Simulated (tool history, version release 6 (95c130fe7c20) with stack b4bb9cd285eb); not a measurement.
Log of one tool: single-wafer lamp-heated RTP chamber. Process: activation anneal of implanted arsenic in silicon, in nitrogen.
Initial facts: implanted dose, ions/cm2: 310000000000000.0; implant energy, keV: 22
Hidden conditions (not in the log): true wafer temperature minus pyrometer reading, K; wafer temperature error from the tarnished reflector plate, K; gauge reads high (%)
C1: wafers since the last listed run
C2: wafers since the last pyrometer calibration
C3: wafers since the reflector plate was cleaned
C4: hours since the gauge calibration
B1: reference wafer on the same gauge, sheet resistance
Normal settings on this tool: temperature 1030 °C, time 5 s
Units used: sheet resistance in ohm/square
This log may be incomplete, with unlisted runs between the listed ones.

Run 1, hour 0: usual settings; C1 0; C2 5002; C3 5197; C4 1012.5; B1 293. Result: sheet resistance 276.87 ohm/square.
Run 2, hour 96.6: usual settings; C1 2102; C2 7104; C3 7300; C4 1109.1; B1 293.01. Result: sheet resistance 276.69 ohm/square.
Run 3, hour 203.6: usual settings; C1 2328; C2 9433; C3 9628; C4 1216.1; B1 293.02. Result: sheet resistance 276.97 ohm/square.
At hour 275.7: pyrometer window cleaned and pyrometer calibrated.
At hour 278.1: reflector plate cleaned.
Run 4, hour 278.6: usual settings; C1 1406; C2 11; C3 11; C4 1291.1; B1 292.9. Result: sheet resistance 276.85 ohm/square.
Run 5, hour 348.6: usual settings but time 3 s; C1 1523; C2 1535; C3 1535; C4 1361.1; B1 292.97. Result: sheet resistance 278.31 ohm/square.
Run 6, hour 387.6: usual settings but time 3 s; C1 848; C2 2383; C3 2383; C4 1400.1; B1 292.98. Result: sheet resistance 278.69 ohm/square.
At hour 413.2: gauge calibrated.
Run 7, hour 437.2: usual settings; C1 1079; C2 3463; C3 3463; C4 24; B1 292.99. Result: sheet resistance 276.88 ohm/square.
Run 8, hour 508.3: usual settings; C1 1547; C2 5010; C3 5010; C4 95.1; B1 293.03. Result: sheet resistance 276.76 ohm/square.
Run 9, hour 559.4: usual settings; C1 1112; C2 6123; C3 6123; C4 146.2; B1 292.94. Result: sheet resistance 276.86 ohm/square.
Run 10, hour 640.7: usual settings but temperature 1040 °C, time 3 s; C1 1769; C2 7892; C3 7892; C4 227.5; B1 292.99. Result: sheet resistance 278.01 ohm/square.
Run 11, hour 702.4: usual settings but time 4 s; C1 1342; C2 9235; C3 9235; C4 289.2; B1 292.87. Result: sheet resistance 277.86 ohm/square.
At hour 749.4: pyrometer window cleaned and pyrometer calibrated.
At hour 802.7: reflector plate cleaned.
Run 12, hour 844.3: usual settings but time 4 s; C1 2740; C2 1890; C3 905; C4 431.1; B1 293.05. Result: sheet resistance 277.63 ohm/square.
Run 13, hour 909.1: usual settings but time 4 s; C1 1410; C2 3301; C3 2316; C4 495.9; B1 293.01. Result: sheet resistance 278.48 ohm/square.
Run 14, hour 1140.7: usual settings but time 7 s; C1 5040; C2 8341; C3 7356; C4 727.5; B1 292.95. Result: sheet resistance 275.51 ohm/square.
Run 15, hour 1179.5: usual settings but temperature 1041 °C; C1 844; C2 9186; C3 8201; C4 766.3; B1 292.96. Result: sheet resistance 275.48 ohm/square.
At hour 1239: pyrometer window cleaned and pyrometer calibrated.
At hour 1270.8: reflector plate cleaned.
Run 16, hour 1271.3: usual settings but temperature 1041 °C; C1 1649; C2 529; C3 10; C4 858.1; B1 293.03. Result: sheet resistance 275.89 ohm/square.
Run 17, hour 1328.7: usual settings but temperature 1013 °C; C1 1249; C2 1779; C3 1260; C4 915.5; B1 293.18. Result: sheet resistance 278.34 ohm/square.
Run 18, hour 1399.3: usual settings but temperature 1039 °C, time 3 s; C1 1536; C2 3315; C3 2796; C4 986.1; B1 292.74. Result: sheet resistance 277.57 ohm/square.
Run 19, hour 1454.4: usual settings but temperature 1039 °C, time 3 s; C1 1199; C2 4514; C3 3995; C4 1041.2; B1 292.93. Result: sheet resistance 278.87 ohm/square.
Run 20, hour 1533.9: usual settings but temperature 1050 °C, time 6 s; C1 1730; C2 6245; C3 5726; C4 1120.7; B1 292.99. Result: sheet resistance 274.07 ohm/square.
Run 21, hour 1638.3: usual settings but temperature 1044 °C, time 6 s; C1 2272; C2 8517; C3 7998; C4 1225.1; B1 292.85. Result: sheet resistance 275.06 ohm/square.
Run 22, hour 1685.2: usual settings but time 3 s; C1 1020; C2 9538; C3 9019; C4 1272; B1 292.94. Result: sheet resistance 278.83 ohm/square.
At hour 1707.2: gauge calibrated.
At hour 1749.2: pyrometer window cleaned and pyrometer calibrated.
Run 23, hour 1749.7: usual settings but temperature 1007 °C, time 7 s; C1 1229; C2 10; C3 10248; C4 42.5; B1 292.97. Result: sheet resistance 277.23 ohm/square.
Run 24, hour 1789.5: usual settings; C1 866; C2 876; C3 11115; C4 82.3; B1 293.03. Result: sheet resistance 276.75 ohm/square.
At hour 1811.4: reflector plate cleaned.
Run 25, hour 1849.6: usual settings; C1 1133; C2 2010; C3 832; C4 142.4; B1 292.91. Result: sheet resistance 276.77 ohm/square.
Run 26, hour 1916: usual settings but temperature 1040 °C, time 7 s; C1 1445; C2 3455; C3 2277; C4 208.8; B1 293.11. Result: sheet resistance 275.46 ohm/square.
Run 27, hour 1963.3: usual settings but time 7 s; C1 1029; C2 4484; C3 3306; C4 256.1; B1 292.81. Result: sheet resistance 276.11 ohm/square.
Run 28, hour 2031.7: usual settings but temperature 1056 °C, time 8 s; C1 1488; C2 5973; C3 4795; C4 324.5; B1 293.02. Result: sheet resistance 272.84 ohm/square.
Run 29, hour 2096.7: usual settings but temperature 1001 °C, time 7 s; C1 1414; C2 7388; C3 6210; C4 389.5; B1 292.96. Result: sheet resistance 277.5 ohm/square.
Run 30, hour 2137.8: usual settings but temperature 1019 °C, time 3 s; C1 894; C2 8282; C3 7104; C4 430.6; B1 292.74. Result: sheet resistance 279.27 ohm/square.
At hour 2170.4: pyrometer window cleaned and pyrometer calibrated.
Run 31, hour 2192.2: usual settings; C1 1009; C2 475; C3 8114; C4 485; B1 292.97. Result: sheet resistance 277.24 ohm/square.
Run 32, hour 2230.4: usual settings but temperature 1058 °C; C1 831; C2 1306; C3 8945; C4 523.2; B1 293.05. Result: sheet resistance 274.64 ohm/square.
Run 33, hour 2270.7: usual settings but time 8 s; C1 877; C2 2183; C3 9823; C4 563.5; B1 293.02. Result: sheet resistance 275.34 ohm/square.
At hour 2298: reflector plate cleaned.
Run 34, hour 2364.8: usual settings but temperature 1057 °C; C1 1873; C2 4057; C3 1452; C4 657.6; B1 293.04. Result: sheet resistance 274.64 ohm/square.

Below are 5 alternative next runs, each starting from the tool's condition after run 34. Predict each:
Run A, hour 2365.2: usual settings; C1 8; C2 4066; C3 1461; C4 658; B1 ?. Result: sheet resistance ?.
Run B, hour 2365.2: usual settings but temperature 1059 °C, time 8 s; C1 8; C2 4066; C3 1461; C4 658; B1 ?. Result: sheet resistance ?.
Run C, hour 2365.2: usual settings but temperature 1058 °C, time 4 s; C1 8; C2 4066; C3 1461; C4 658; B1 ?. Result: sheet resistance ?.
Run D, hour 2365.2: usual settings but temperature 1038 °C; C1 8; C2 4066; C3 1461; C4 658; B1 ?. Result: sheet resistance ?.
Run E, hour 2365.2: usual settings but temperature 1011 °C; C1 8; C2 4066; C3 1461; C4 658; B1 ?. Result: sheet resistance ?.

run      B1  sheet resistance
  A  293.19            277.94
  B  293.19            273.45
  C  293.19            276.54
  D  293.19            277.31
  E  293.19            279.31
With no hidden state in the tool, these same runs would have given:
run  sheet resistance
  A            277.94
  B            273.45
  C            276.54
  D            277.31
  E            279.31
